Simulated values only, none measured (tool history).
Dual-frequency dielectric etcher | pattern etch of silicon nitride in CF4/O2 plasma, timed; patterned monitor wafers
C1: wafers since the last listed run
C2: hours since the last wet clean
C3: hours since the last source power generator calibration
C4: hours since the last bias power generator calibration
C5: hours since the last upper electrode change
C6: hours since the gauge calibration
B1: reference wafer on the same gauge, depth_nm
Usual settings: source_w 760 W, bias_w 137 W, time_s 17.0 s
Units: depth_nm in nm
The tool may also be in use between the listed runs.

run 1 day=0.000 | source_w=760 bias_w=159 time_s=18.5 | C1=0 C2=106.2 C3=2322.1 C4=540.1 C5=2805.9 C6=638.1 | B1=34.61 | depth_nm=48.69
run 2 day=1.938 | source_w=760 bias_w=159 time_s=18.5 | C1=564 C2=152.7 C3=2368.6 C4=586.6 C5=2852.4 C6=684.6 | B1=34.63 | depth_nm=48.60
run 3 day=4.362 | source_w=760 bias_w=137 time_s=17.0 | C1=706 C2=210.9 C3=2426.8 C4=644.8 C5=2910.6 C6=742.8 | B1=34.63 | depth_nm=41.16
run 4 day=6.529 | source_w=760 bias_w=137 time_s=17.0 | C1=631 C2=262.9 C3=2478.8 C4=696.8 C5=2962.6 C6=794.8 | B1=34.58 | depth_nm=41.38
run 5 day=8.225 | source_w=760 bias_w=137 time_s=17.0 | C1=494 C2=303.6 C3=2519.5 C4=737.5 C5=3003.3 C6=835.5 | B1=34.57 | depth_nm=41.16
run 6 day=10.117 | source_w=760 bias_w=137 time_s=17.0 | C1=551 C2=349.0 C3=2564.9 C4=782.9 C5=3048.7 C6=880.9 | B1=34.61 | depth_nm=41.43
run 7 day=13.575 | source_w=760 bias_w=144 time_s=17.0 | C1=1007 C2=432.0 C3=2647.9 C4=865.9 C5=3131.7 C6=963.9 | B1=34.58 | depth_nm=42.85
run 8 day=15.596 | source_w=760 bias_w=144 time_s=17.0 | C1=588 C2=480.5 C3=2696.4 C4=914.4 C5=3180.2 C6=1012.4 | B1=34.58 | depth_nm=42.88
run 9 day=19.042 | source_w=760 bias_w=144 time_s=17.0 | C1=1004 C2=563.2 C3=2779.1 C4=997.1 C5=3262.9 C6=1095.1 | B1=34.61 | depth_nm=43.06
-- day=20.283 wet clean of the chamber
run 10 day=21.858 | source_w=760 bias_w=149 time_s=17.0 | C1=529 C2=37.8 C3=2846.7 C4=1064.7 C5=3330.5 C6=1162.7 | B1=34.62 | depth_nm=43.20
run 11 day=24.304 | source_w=760 bias_w=149 time_s=17.0 | C1=712 C2=96.5 C3=2905.4 C4=1123.4 C5=3389.2 C6=1221.4 | B1=34.62 | depth_nm=43.38
-- day=27.400 source power generator calibrated
run 12 day=27.421 | source_w=600 bias_w=137 time_s=14.5 | C1=859 C2=171.3 C3=0.5 C4=1198.2 C5=3464.0 C6=1296.2 | B1=34.61 | depth_nm=30.30
-- day=27.717 gauge calibrated
run 13 day=29.092 | source_w=760 bias_w=124 time_s=17.0 | C1=486 C2=211.4 C3=40.6 C4=1238.3 C5=3504.1 C6=33.0 | B1=34.61 | depth_nm=39.25
-- day=31.408 upper electrode replaced
run 14 day=31.429 | source_w=610 bias_w=148 time_s=13.0 | C1=389 C2=267.5 C3=96.7 C4=1294.4 C5=0.5 C6=89.1 | B1=34.62 | depth_nm=28.65
run 15 day=32.079 | source_w=760 bias_w=137 time_s=17.0 | C1=189 C2=283.1 C3=112.3 C4=1310.0 C5=16.1 C6=104.7 | B1=34.58 | depth_nm=41.60
-- day=33.425 bias power generator calibrated
run 16 day=33.921 | source_w=920 bias_w=137 time_s=17.0 | C1=488 C2=327.3 C3=156.5 C4=11.9 C5=60.3 C6=148.9 | B1=34.62 | depth_nm=47.40
run 17 day=37.125 | source_w=950 bias_w=169 time_s=14.5 | C1=933 C2=404.2 C3=233.4 C4=88.8 C5=137.2 C6=225.8 | B1=34.60 | depth_nm=46.74
run 18 day=38.812 | source_w=900 bias_w=137 time_s=19.5 | C1=491 C2=444.7 C3=273.9 C4=129.3 C5=177.7 C6=266.3 | B1=34.59 | depth_nm=53.66
run 19 day=40.642 | source_w=760 bias_w=149 time_s=17.0 | C1=533 C2=488.6 C3=317.8 C4=173.2 C5=221.6 C6=310.2 | B1=34.60 | depth_nm=43.61
-- day=42.908 wet clean of the chamber
run 20 day=42.929 | source_w=850 bias_w=113 time_s=20.0 | C1=375 C2=0.5 C3=372.7 C4=228.1 C5=276.5 C6=365.1 | B1=34.62 | depth_nm=46.99
run 21 day=45.267 | source_w=760 bias_w=137 time_s=17.0 | C1=681 C2=56.6 C3=428.8 C4=284.2 C5=332.6 C6=421.2 | B1=34.59 | depth_nm=41.28
run 22 day=47.912 | source_w=680 bias_w=125 time_s=14.0 | C1=771 C2=120.1 C3=492.3 C4=347.7 C5=396.1 C6=484.7 | B1=34.60 | depth_nm=30.05

3 ways to go on from here, each from the tool as it stands after run 22. What would each give?
run A day=47.929 | source_w=760 bias_w=137 time_s=17.0 | C1=4 C2=120.5 C3=492.7 C4=348.1 C5=396.5 C6=485.1 | B1=? | depth_nm=?
run B day=47.929 | source_w=760 bias_w=137 time_s=19.5 | C1=4 C2=120.5 C3=492.7 C4=348.1 C5=396.5 C6=485.1 | B1=? | depth_nm=?
run C day=47.929 | source_w=620 bias_w=170 time_s=17.0 | C1=4 C2=120.5 C3=492.7 C4=348.1 C5=396.5 C6=485.1 | B1=? | depth_nm=?

run=A B1=34.61 depth_nm=41.37
run=B B1=34.61 depth_nm=47.45
run=C B1=34.61 depth_nm=40.59
Without the tool's hidden state the same runs would have given:
run=A depth_nm=41.25
run=B depth_nm=47.31
run=C depth_nm=40.47
